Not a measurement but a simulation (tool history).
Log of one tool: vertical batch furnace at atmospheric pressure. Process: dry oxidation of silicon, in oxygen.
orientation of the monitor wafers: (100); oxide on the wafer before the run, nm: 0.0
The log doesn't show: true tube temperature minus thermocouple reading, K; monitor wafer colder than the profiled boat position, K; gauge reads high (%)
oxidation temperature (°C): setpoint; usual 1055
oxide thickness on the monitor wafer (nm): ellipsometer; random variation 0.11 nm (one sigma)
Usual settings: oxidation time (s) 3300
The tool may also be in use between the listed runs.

run	hour	oxidation temperature (°C)	oxidation time (s)	wafers since the last listed run	hours since the last temperature calibration	hours since the boat lift was adjusted	hours since the gauge calibration	read-back reference wafer on the same gauge, thickness	oxide thickness on the monitor wafer (nm)
1	0.0	1039	3300	0	2794.4	2977.4	190.7	70.89	62.22
# hour 5.7: gauge calibrated
2	11.9	1039	3300	225	2806.3	2989.3	6.2	70.90	62.26
3	26.5	1063	2970	276	2820.9	3003.9	20.8	70.90	70.86
4	42.5	1063	2970	303	2836.9	3019.9	36.8	70.88	71.21
5	59.2	1063	2970	316	2853.6	3036.6	53.5	70.88	71.07
6	71.3	1072	2190	229	2865.7	3048.7	65.6	70.89	63.13
7	85.5	1072	2190	269	2879.9	3062.9	79.8	70.91	63.16
8	95.6	1072	2190	191	2890.0	3073.0	89.9	70.89	63.20
# hour 121.4: thermocouples replaced and temperature profile calibrated
# hour 138.3: boat lift adjusted
9	138.8	1044	2280	43	17.4	0.5	133.1	70.91	51.56
10	143.2	1044	2280	83	21.8	4.9	137.5	70.90	51.47
11	147.6	1071	4380	83	26.2	9.3	141.9	70.89	96.90
12	152.0	1055	3300	83	30.6	13.7	146.3	70.89	71.06
13	156.4	1077	3300	83	35.0	18.1	150.7	70.89	84.74
14	163.0	1055	3300	125	41.6	24.7	157.3	70.89	71.30
15	170.5	1070	1710	142	49.1	32.2	164.8	70.91	53.43
16	177.8	1055	2790	138	56.4	39.5	172.1	70.90	64.12
# hour 185.7: gauge calibrated
17	195.9	1055	4170	343	74.5	57.6	10.2	70.90	82.80
18	205.1	1055	3300	174	83.7	66.8	19.4	70.88	71.27
19	222.5	1070	2820	329	101.1	84.2	36.8	70.91	72.64
20	237.2	1038	4260	278	115.8	98.9	51.5	70.92	72.64
21	251.3	1055	2130	267	129.9	113.0	65.6	70.90	54.01

Forecast each of these 5 alternatives for the next run:
A	255.8	1055	3300	85	134.4	117.5	70.1	?	?
B	255.8	1075	4230	85	134.4	117.5	70.1	?	?
C	255.8	1073	2310	85	134.4	117.5	70.1	?	?
D	255.8	1042	3300	85	134.4	117.5	70.1	?	?
E	255.8	1040	1890	85	134.4	117.5	70.1	?	?

run	read-back reference wafer on the same gauge, thickness	oxide thickness on the monitor wafer (nm)
A	70.91	71.26
B	70.91	97.81
C	70.91	65.87
D	70.91	63.87
E	70.91	44.41
Without the tool's hidden state the same runs would have given:
run	oxide thickness on the monitor wafer (nm)
A	71.26
B	97.81
C	65.87
D	63.87
E	44.41
